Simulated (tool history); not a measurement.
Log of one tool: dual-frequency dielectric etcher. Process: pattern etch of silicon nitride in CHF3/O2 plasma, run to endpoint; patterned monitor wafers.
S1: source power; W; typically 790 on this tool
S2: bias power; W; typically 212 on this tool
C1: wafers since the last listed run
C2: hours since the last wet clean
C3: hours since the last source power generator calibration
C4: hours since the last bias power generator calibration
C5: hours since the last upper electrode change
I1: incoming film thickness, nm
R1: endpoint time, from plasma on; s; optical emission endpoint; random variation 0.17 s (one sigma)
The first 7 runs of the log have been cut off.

run 8 hour=69.4 | S1=940 S2=212 | C1=105 C2=466.7 C3=2289.0 C4=4653.1 C5=2884.4 | I1=87.8 | R1=44.5
run 9 hour=86.9 | S1=940 S2=212 | C1=224 C2=484.2 C3=2306.5 C4=4670.6 C5=2901.9 | I1=87.9 | R1=44.6
-- hour=104.6 source power generator calibrated
run 10 hour=105.1 | S1=950 S2=212 | C1=181 C2=502.4 C3=0.5 C4=4688.8 C5=2920.1 | I1=87.0 | R1=44.1
run 11 hour=112.0 | S1=790 S2=232 | C1=88 C2=509.3 C3=7.4 C4=4695.7 C5=2927.0 | I1=87.1 | R1=47.6
run 12 hour=154.1 | S1=850 S2=248 | C1=539 C2=551.4 C3=49.5 C4=4737.8 C5=2969.1 | I1=87.6 | R1=45.1
-- hour=160.5 bias power generator calibrated
run 13 hour=164.0 | S1=850 S2=250 | C1=75 C2=561.3 C3=59.4 C4=3.5 C5=2979.0 | I1=87.3 | R1=45.0
-- hour=191.1 wet clean of the chamber
run 14 hour=191.6 | S1=790 S2=212 | C1=46 C2=0.5 C3=87.0 C4=31.1 C5=3006.6 | I1=88.9 | R1=50.7
run 15 hour=191.9 | S1=960 S2=188 | C1=3 C2=0.8 C3=87.3 C4=31.4 C5=3006.9 | I1=86.9 | R1=46.3
run 16 hour=203.4 | S1=790 S2=252 | C1=147 C2=12.3 C3=98.8 C4=42.9 C5=3018.4 | I1=86.4 | R1=46.9
run 17 hour=219.2 | S1=790 S2=212 | C1=202 C2=28.1 C3=114.6 C4=58.7 C5=3034.2 | I1=86.7 | R1=49.4
-- hour=258.8 upper electrode replaced
run 18 hour=259.3 | S1=790 S2=212 | C1=206 C2=68.2 C3=154.7 C4=98.8 C5=0.5 | I1=87.8 | R1=50.5
run 19 hour=259.7 | S1=630 S2=212 | C1=5 C2=68.6 C3=155.1 C4=99.2 C5=0.9 | I1=88.4 | R1=58.4
run 20 hour=260.0 | S1=870 S2=180 | C1=3 C2=68.9 C3=155.4 C4=99.5 C5=1.2 | I1=88.3 | R1=50.4
run 21 hour=271.2 | S1=900 S2=236 | C1=143 C2=80.1 C3=166.6 C4=110.7 C5=12.4 | I1=87.0 | R1=45.1
run 22 hour=290.7 | S1=960 S2=184 | C1=249 C2=99.6 C3=186.1 C4=130.2 C5=31.9 | I1=87.3 | R1=46.6
-- hour=323.3 wet clean of the chamber, repeated, since the last time left the tool worse
run 23 hour=323.8 | S1=700 S2=250 | C1=116 C2=0.5 C3=219.2 C4=163.3 C5=65.0 | I1=87.8 | R1=49.5
run 24 hour=324.2 | S1=790 S2=212 | C1=5 C2=0.9 C3=219.6 C4=163.7 C5=65.4 | I1=88.1 | R1=48.4
run 25 hour=326.0 | S1=790 S2=212 | C1=23 C2=2.7 C3=221.4 C4=165.5 C5=67.2 | I1=87.8 | R1=48.3
run 26 hour=339.2 | S1=930 S2=166 | C1=169 C2=15.9 C3=234.6 C4=178.7 C5=80.4 | I1=87.4 | R1=47.2
run 27 hour=350.7 | S1=660 S2=175 | C1=147 C2=27.4 C3=246.1 C4=190.2 C5=91.9 | I1=87.9 | R1=57.3
run 28 hour=360.6 | S1=790 S2=212 | C1=126 C2=37.3 C3=256.0 C4=200.1 C5=101.8 | I1=87.8 | R1=48.3
run 29 hour=370.0 | S1=790 S2=212 | C1=120 C2=46.7 C3=265.4 C4=209.5 C5=111.2 | I1=87.1 | R1=48.1
run 30 hour=387.7 | S1=650 S2=257 | C1=226 C2=64.4 C3=283.1 C4=227.2 C5=128.9 | I1=87.4 | R1=50.9

What will run 31 give?
run 31 hour=394.4 | S1=790 S2=212 | C1=85 C2=71.1 C3=289.8 C4=233.9 C5=135.6 | I1=87.8 | R1=?

Run 31 measured R1 48.8 s.
Were there no unlogged condition in the tool, this run, its random variation unchanged, would have produced R1 48.6 s.

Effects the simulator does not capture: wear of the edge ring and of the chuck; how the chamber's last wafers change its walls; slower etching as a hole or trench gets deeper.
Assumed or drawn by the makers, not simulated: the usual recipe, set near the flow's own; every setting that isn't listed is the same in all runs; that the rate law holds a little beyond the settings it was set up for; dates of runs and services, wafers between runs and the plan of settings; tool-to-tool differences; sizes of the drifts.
